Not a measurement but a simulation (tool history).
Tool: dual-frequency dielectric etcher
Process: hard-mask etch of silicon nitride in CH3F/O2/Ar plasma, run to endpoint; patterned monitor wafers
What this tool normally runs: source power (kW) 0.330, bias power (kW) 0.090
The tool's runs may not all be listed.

| run | hour | source power (kW) | bias power (kW) | incoming incoming film thickness, nm | endpoint time (s) |
|---|---|---|---|---|---|
| 1 | 0.0 | 0.360 | 0.080 | 46.70 | 64.5 |
| 2 | 33.2 | 0.290 | 0.090 | 46.85 | 66.7 |
| 3 | 67.9 | 0.290 | 0.090 | 46.54 | 66.4 |
| 4 | 85.6 | 0.290 | 0.090 | 46.59 | 66.2 |
|  | 175.2 | wet clean of the chamber |
| 5 | 175.7 | 0.360 | 0.090 | 46.31 | 62.6 |
| 6 | 183.3 | 0.360 | 0.090 | 46.27 | 62.6 |
|  | 217.2 | upper electrode replaced |
| 7 | 217.7 | 0.360 | 0.090 | 46.60 | 62.5 |
| 8 | 218.0 | 0.330 | 0.107 | 46.48 | 61.0 |
| 9 | 239.9 | 0.330 | 0.107 | 46.76 | 61.3 |
| 10 | 263.6 | 0.280 | 0.106 | 46.42 | 63.6 |
| 11 | 283.1 | 0.330 | 0.090 | 46.61 | 64.0 |
| 12 | 307.8 | 0.330 | 0.090 | 46.16 | 63.3 |
| 13 | 331.1 | 0.330 | 0.090 | 46.30 | 63.1 |
| 14 | 348.8 | 0.360 | 0.104 | 46.30 | 59.3 |
| 15 | 377.9 | 0.350 | 0.110 | 46.69 | 58.9 |
| 16 | 391.3 | 0.370 | 0.070 | 46.25 | 64.9 |
|  | 403.3 | source power generator calibrated |
|  | 409.7 | bias power generator calibrated |
| 17 | 410.1 | 0.390 | 0.081 | 46.30 | 61.5 |
| 18 | 428.7 | 0.330 | 0.090 | 46.21 | 63.2 |
| 19 | 455.3 | 0.370 | 0.075 | 46.37 | 63.7 |
| 20 | 478.9 | 0.410 | 0.090 | 46.54 | 59.1 |
| 21 | 497.1 | 0.360 | 0.109 | 46.15 | 57.6 |
| 22 | 530.3 | 0.350 | 0.090 | 46.30 | 61.4 |
| 23 | 558.8 | 0.380 | 0.090 | 46.21 | 59.4 |
| 24 | 585.3 | 0.330 | 0.090 | 46.85 | 63.2 |
| 25 | 611.0 | 0.300 | 0.110 | 46.51 | 60.7 |
|  | 654.7 | wet clean of the chamber |
| 26 | 655.2 | 0.330 | 0.090 | 46.29 | 64.2 |
| 27 | 655.6 | 0.280 | 0.075 | 46.93 | 72.0 |
| 28 | 675.4 | 0.330 | 0.090 | 46.64 | 64.6 |
| 29 | 703.1 | 0.390 | 0.071 | 46.31 | 65.4 |
| 30 | 736.2 | 0.330 | 0.090 | 46.05 | 64.2 |
| 31 | 749.9 | 0.330 | 0.096 | 46.01 | 62.6 |
| 32 | 767.9 | 0.400 | 0.111 | 46.45 | 57.0 |
| 33 | 800.8 | 0.260 | 0.078 | 46.55 | 70.9 |
| 34 | 814.8 | 0.330 | 0.090 | 46.60 | 64.2 |

For some of the steps in endpoint time (s) from one run to the next: how much would appear even if the tool had no hidden state, given the settings, what came in and random variation, and how much remains for the hidden state plus any gauge scatter that the measured result and the result without hidden state don't share?
The hidden state here: etch rate over this chamber's usual, %; source power that arrives over what is set, %; bias power that arrives over what is set, %.
Run 4 -> 5: source power (kW) 0.290 -> 0.360, wet clean of the chamber. endpoint time (s) -3.6: hidden state +0.7, all else -4.3.
Run 25 -> 26: source power (kW) 0.300 -> 0.330, bias power (kW) 0.110 -> 0.090, wet clean of the chamber. endpoint time (s) +3.5: hidden state +2.2, all else +1.3.
Run 26 -> 27: source power (kW) 0.330 -> 0.280, bias power (kW) 0.090 -> 0.075. endpoint time (s) +7.8: hidden state +0.1, all else +7.7.
Run 27 -> 28: source power (kW) 0.280 -> 0.330, bias power (kW) 0.075 -> 0.090. endpoint time (s) -7.4: hidden state -0.2, all else -7.2.
Run 32 -> 33: source power (kW) 0.400 -> 0.260, bias power (kW) 0.111 -> 0.078. endpoint time (s) +13.9: hidden state -0.3, all else +14.2.
